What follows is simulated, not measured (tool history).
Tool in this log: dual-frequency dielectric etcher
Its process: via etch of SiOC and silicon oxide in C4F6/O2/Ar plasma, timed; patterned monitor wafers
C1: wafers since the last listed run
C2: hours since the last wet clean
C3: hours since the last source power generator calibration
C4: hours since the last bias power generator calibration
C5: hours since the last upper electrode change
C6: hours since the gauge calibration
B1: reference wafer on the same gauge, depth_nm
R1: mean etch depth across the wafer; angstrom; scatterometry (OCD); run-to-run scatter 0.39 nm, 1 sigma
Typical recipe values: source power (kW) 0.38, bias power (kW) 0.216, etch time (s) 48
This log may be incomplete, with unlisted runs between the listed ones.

{"run": 1, "hour": 0.0, "source power (kW)": 0.38, "bias power (kW)": 0.196, "etch time (s)": 48, "C1": 0, "C2": 459, "C3": 2425.1, "C4": 2386.9, "C5": 4824.5, "C6": 1255.1, "B1": 47.3, "R1": 518}
{"run": 2, "hour": 28.0, "source power (kW)": 0.38, "bias power (kW)": 0.196, "etch time (s)": 48, "C1": 547, "C2": 487, "C3": 2453.1, "C4": 2414.9, "C5": 4852.5, "C6": 1283.1, "B1": 47.2, "R1": 520}
{"hour": 91.8, "done": "wet clean of the chamber"}
{"run": 3, "hour": 92.3, "source power (kW)": 0.38, "bias power (kW)": 0.216, "etch time (s)": 48, "C1": 788, "C2": 0.5, "C3": 2517.4, "C4": 2479.2, "C5": 4916.8, "C6": 1347.4, "B1": 47.2, "R1": 568}
{"run": 4, "hour": 138.2, "source power (kW)": 0.38, "bias power (kW)": 0.248, "etch time (s)": 48, "C1": 898, "C2": 46.4, "C3": 2563.3, "C4": 2525.1, "C5": 4962.7, "C6": 1393.3, "B1": 47.2, "R1": 581}
{"run": 5, "hour": 188.3, "source power (kW)": 0.38, "bias power (kW)": 0.248, "etch time (s)": 48, "C1": 980, "C2": 96.5, "C3": 2613.4, "C4": 2575.2, "C5": 5012.8, "C6": 1443.4, "B1": 47.1, "R1": 585}
{"run": 6, "hour": 248.7, "source power (kW)": 0.38, "bias power (kW)": 0.248, "etch time (s)": 48, "C1": 1181, "C2": 156.9, "C3": 2673.8, "C4": 2635.6, "C5": 5073.2, "C6": 1503.8, "B1": 47.2, "R1": 574}
{"run": 7, "hour": 303.1, "source power (kW)": 0.38, "bias power (kW)": 0.216, "etch time (s)": 48, "C1": 1064, "C2": 211.3, "C3": 2728.2, "C4": 2690, "C5": 5127.6, "C6": 1558.2, "B1": 47.2, "R1": 551}
{"run": 8, "hour": 331.4, "source power (kW)": 0.38, "bias power (kW)": 0.216, "etch time (s)": 48, "C1": 553, "C2": 239.6, "C3": 2756.5, "C4": 2718.3, "C5": 5155.9, "C6": 1586.5, "B1": 47.2, "R1": 550}
{"run": 9, "hour": 359.3, "source power (kW)": 0.38, "bias power (kW)": 0.257, "etch time (s)": 52.5, "C1": 545, "C2": 267.5, "C3": 2784.4, "C4": 2746.2, "C5": 5183.8, "C6": 1614.4, "B1": 47, "R1": 635}
{"hour": 368.0, "done": "source power generator calibrated"}
{"run": 10, "hour": 421.6, "source power (kW)": 0.38, "bias power (kW)": 0.238, "etch time (s)": 48, "C1": 1140, "C2": 329.8, "C3": 53.6, "C4": 2808.5, "C5": 5246.1, "C6": 1676.7, "B1": 47.2, "R1": 564}
{"hour": 428.1, "done": "gauge calibrated"}
{"run": 11, "hour": 450.8, "source power (kW)": 0.32, "bias power (kW)": 0.235, "etch time (s)": 39, "C1": 571, "C2": 359, "C3": 82.8, "C4": 2837.7, "C5": 5275.3, "C6": 22.7, "B1": 47.2, "R1": 420}
{"run": 12, "hour": 489.2, "source power (kW)": 0.38, "bias power (kW)": 0.216, "etch time (s)": 48, "C1": 751, "C2": 397.4, "C3": 121.2, "C4": 2876.1, "C5": 5313.7, "C6": 61.1, "B1": 47.2, "R1": 536}
{"hour": 528.3, "done": "upper electrode replaced"}
{"hour": 562.4, "done": "wet clean of the chamber"}
{"run": 13, "hour": 562.9, "source power (kW)": 0.38, "bias power (kW)": 0.216, "etch time (s)": 48, "C1": 502, "C2": 0.5, "C3": 194.9, "C4": 2949.8, "C5": 34.6, "C6": 134.8, "B1": 47.2, "R1": 565}
{"run": 14, "hour": 566.9, "source power (kW)": 0.42, "bias power (kW)": 0.247, "etch time (s)": 43.5, "C1": 78, "C2": 4.5, "C3": 198.9, "C4": 2953.8, "C5": 38.6, "C6": 138.8, "B1": 47.3, "R1": 562}
{"run": 15, "hour": 623.3, "source power (kW)": 0.31, "bias power (kW)": 0.216, "etch time (s)": 48, "C1": 1103, "C2": 60.9, "C3": 255.3, "C4": 3010.2, "C5": 95, "C6": 195.2, "B1": 47.1, "R1": 516}
{"run": 16, "hour": 647.7, "source power (kW)": 0.38, "bias power (kW)": 0.216, "etch time (s)": 41, "C1": 477, "C2": 85.3, "C3": 279.7, "C4": 3034.6, "C5": 119.4, "C6": 219.6, "B1": 47.3, "R1": 480}
{"run": 17, "hour": 691.7, "source power (kW)": 0.42, "bias power (kW)": 0.229, "etch time (s)": 48, "C1": 860, "C2": 129.3, "C3": 323.7, "C4": 3078.6, "C5": 163.4, "C6": 263.6, "B1": 47.2, "R1": 588}
{"run": 18, "hour": 753.2, "source power (kW)": 0.3, "bias power (kW)": 0.216, "etch time (s)": 48, "C1": 1203, "C2": 190.8, "C3": 385.2, "C4": 3140.1, "C5": 224.9, "C6": 325.1, "B1": 47.3, "R1": 502}
{"run": 19, "hour": 822.2, "source power (kW)": 0.38, "bias power (kW)": 0.216, "etch time (s)": 48, "C1": 1350, "C2": 259.8, "C3": 454.2, "C4": 3209.1, "C5": 293.9, "C6": 394.1, "B1": 47.2, "R1": 556}
{"run": 20, "hour": 850.7, "source power (kW)": 0.44, "bias power (kW)": 0.216, "etch time (s)": 58, "C1": 557, "C2": 288.3, "C3": 482.7, "C4": 3237.6, "C5": 322.4, "C6": 422.6, "B1": 47.2, "R1": 710}
{"hour": 856.0, "done": "bias power generator calibrated"}
{"run": 21, "hour": 874.7, "source power (kW)": 0.38, "bias power (kW)": 0.216, "etch time (s)": 48, "C1": 391, "C2": 312.3, "C3": 506.7, "C4": 18.7, "C5": 346.4, "C6": 446.6, "B1": 47.3, "R1": 557}
{"run": 22, "hour": 940.0, "source power (kW)": 0.38, "bias power (kW)": 0.257, "etch time (s)": 52.5, "C1": 1277, "C2": 377.6, "C3": 572, "C4": 84, "C5": 411.7, "C6": 511.9, "B1": 47.3, "R1": 636}
{"run": 23, "hour": 983.9, "source power (kW)": 0.38, "bias power (kW)": 0.184, "etch time (s)": 41.5, "C1": 859, "C2": 421.5, "C3": 615.9, "C4": 127.9, "C5": 455.6, "C6": 555.8, "B1": 47.3, "R1": 444}
{"run": 24, "hour": 1030.2, "source power (kW)": 0.38, "bias power (kW)": 0.239, "etch time (s)": 48, "C1": 905, "C2": 467.8, "C3": 662.2, "C4": 174.2, "C5": 501.9, "C6": 602.1, "B1": 47.1, "R1": 561}
{"hour": 1096.4, "done": "wet clean of the chamber"}
{"run": 25, "hour": 1097.5, "source power (kW)": 0.38, "bias power (kW)": 0.216, "etch time (s)": 55.5, "C1": 847, "C2": 1.1, "C3": 729.5, "C4": 241.5, "C5": 569.2, "C6": 669.4, "B1": 47.2, "R1": 650}
{"run": 26, "hour": 1167.6, "source power (kW)": 0.33, "bias power (kW)": 0.216, "etch time (s)": 38, "C1": 1371, "C2": 71.2, "C3": 799.6, "C4": 311.6, "C5": 639.3, "C6": 739.5, "B1": 47.2, "R1": 416}
{"run": 27, "hour": 1220.6, "source power (kW)": 0.47, "bias power (kW)": 0.256, "etch time (s)": 39, "C1": 1037, "C2": 124.2, "C3": 852.6, "C4": 364.6, "C5": 692.3, "C6": 792.5, "B1": 47.2, "R1": 517}
{"run": 28, "hour": 1248.8, "source power (kW)": 0.38, "bias power (kW)": 0.216, "etch time (s)": 52, "C1": 551, "C2": 152.4, "C3": 880.8, "C4": 392.8, "C5": 720.5, "C6": 820.7, "B1": 47.2, "R1": 601}
{"run": 29, "hour": 1283.5, "source power (kW)": 0.34, "bias power (kW)": 0.198, "etch time (s)": 59.5, "C1": 678, "C2": 187.1, "C3": 915.5, "C4": 427.5, "C5": 755.2, "C6": 855.4, "B1": 47.2, "R1": 637}

What was the tool's hidden state at every run in the log?
source power that arrives over what is set, %: 0, the same for each run
bias power that arrives over what is set, %: 0, the same for each run
gauge reads high (%): 0, the same for each run
H1: etch rate over this chamber's usual, %
run=1 H1=-5.2
run=2 H1=-5.5
run=3 H1=0.339
run=4 H1=-0.153
run=5 H1=-0.689
run=6 H1=-1.34
run=7 H1=-1.92
run=8 H1=-2.22
run=9 H1=-2.52
run=10 H1=-3.19
run=11 H1=-3.5
run=12 H1=-3.91
run=13 H1=0.519
run=14 H1=0.476
run=15 H1=-0.128
run=16 H1=-0.39
run=17 H1=-0.861
run=18 H1=-1.52
run=19 H1=-2.26
run=20 H1=-2.56
run=21 H1=-2.82
run=22 H1=-3.52
run=23 H1=-3.99
run=24 H1=-4.49
run=25 H1=0.317
run=26 H1=-0.434
run=27 H1=-1
run=28 H1=-1.3
run=29 H1=-1.68

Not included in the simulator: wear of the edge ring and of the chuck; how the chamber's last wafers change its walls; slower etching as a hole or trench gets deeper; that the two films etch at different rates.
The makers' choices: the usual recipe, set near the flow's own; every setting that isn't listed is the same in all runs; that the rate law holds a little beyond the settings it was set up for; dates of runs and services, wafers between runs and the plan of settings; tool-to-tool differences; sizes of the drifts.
